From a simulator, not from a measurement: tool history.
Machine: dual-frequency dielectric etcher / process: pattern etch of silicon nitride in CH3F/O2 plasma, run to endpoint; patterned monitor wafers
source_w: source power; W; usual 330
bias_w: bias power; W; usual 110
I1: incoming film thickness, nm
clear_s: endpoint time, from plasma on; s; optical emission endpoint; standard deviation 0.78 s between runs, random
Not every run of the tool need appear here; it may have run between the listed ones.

{"run": 1, "hour": 0.0, "source_w": 310, "bias_w": 110, "I1": 91, "clear_s": 94.2}
{"run": 2, "hour": 77.7, "source_w": 370, "bias_w": 110, "I1": 90.8, "clear_s": 90.9}
{"run": 3, "hour": 90.2, "source_w": 370, "bias_w": 110, "I1": 90, "clear_s": 88.5}
{"run": 4, "hour": 115.9, "source_w": 370, "bias_w": 110, "I1": 91.5, "clear_s": 91.9}
{"run": 5, "hour": 138.9, "source_w": 330, "bias_w": 110, "I1": 90.8, "clear_s": 91}
{"run": 6, "hour": 159.2, "source_w": 330, "bias_w": 110, "I1": 92, "clear_s": 93.4}
{"run": 7, "hour": 178.8, "source_w": 330, "bias_w": 110, "I1": 91.9, "clear_s": 93.8}
{"run": 8, "hour": 193.7, "source_w": 330, "bias_w": 110, "I1": 90.8, "clear_s": 91.4}
{"run": 9, "hour": 216.4, "source_w": 330, "bias_w": 110, "I1": 91.7, "clear_s": 93.3}
{"run": 10, "hour": 238.4, "source_w": 330, "bias_w": 110, "I1": 90.6, "clear_s": 91.9}
{"hour": 289.6, "done": "upper electrode replaced"}
{"hour": 290.8, "done": "bias power generator calibrated"}
{"run": 11, "hour": 313.1, "source_w": 330, "bias_w": 110, "I1": 90.5, "clear_s": 91.2}
{"run": 12, "hour": 339.4, "source_w": 330, "bias_w": 110, "I1": 90.5, "clear_s": 91.8}
{"run": 13, "hour": 371.8, "source_w": 330, "bias_w": 110, "I1": 92.2, "clear_s": 93.6}
{"run": 14, "hour": 395.1, "source_w": 330, "bias_w": 110, "I1": 90.4, "clear_s": 92.3}
{"hour": 430.4, "done": "source power generator calibrated"}
{"run": 15, "hour": 430.9, "source_w": 380, "bias_w": 110, "I1": 91.6, "clear_s": 87.9}
{"run": 16, "hour": 446.9, "source_w": 330, "bias_w": 110, "I1": 90.9, "clear_s": 92.6}
{"run": 17, "hour": 468.4, "source_w": 260, "bias_w": 123, "I1": 90.2, "clear_s": 94.2}
{"run": 18, "hour": 489.5, "source_w": 360, "bias_w": 118, "I1": 90.9, "clear_s": 88}
{"run": 19, "hour": 538.1, "source_w": 270, "bias_w": 88, "I1": 90.7, "clear_s": 103.1}
{"run": 20, "hour": 553.8, "source_w": 250, "bias_w": 126, "I1": 90, "clear_s": 94.8}
{"run": 21, "hour": 589.1, "source_w": 360, "bias_w": 132, "I1": 90.3, "clear_s": 85}
{"hour": 615.5, "done": "wet clean of the chamber"}
{"run": 22, "hour": 621.2, "source_w": 330, "bias_w": 110, "I1": 90.7, "clear_s": 92.4}
{"run": 23, "hour": 641.8, "source_w": 350, "bias_w": 110, "I1": 92, "clear_s": 90.8}
{"run": 24, "hour": 667.8, "source_w": 270, "bias_w": 85, "I1": 91.1, "clear_s": 104.1}

Run 25, settings as shown, results not yet in. Your forecast:
{"run": 25, "hour": 700.2, "source_w": 330, "bias_w": 137, "I1": 90.8, "clear_s": "?"}

Run 25 produced clear_s 85.6 s.
Were there no unlogged condition in the tool, this run, its random variation unchanged, would have produced clear_s 85.6 s.
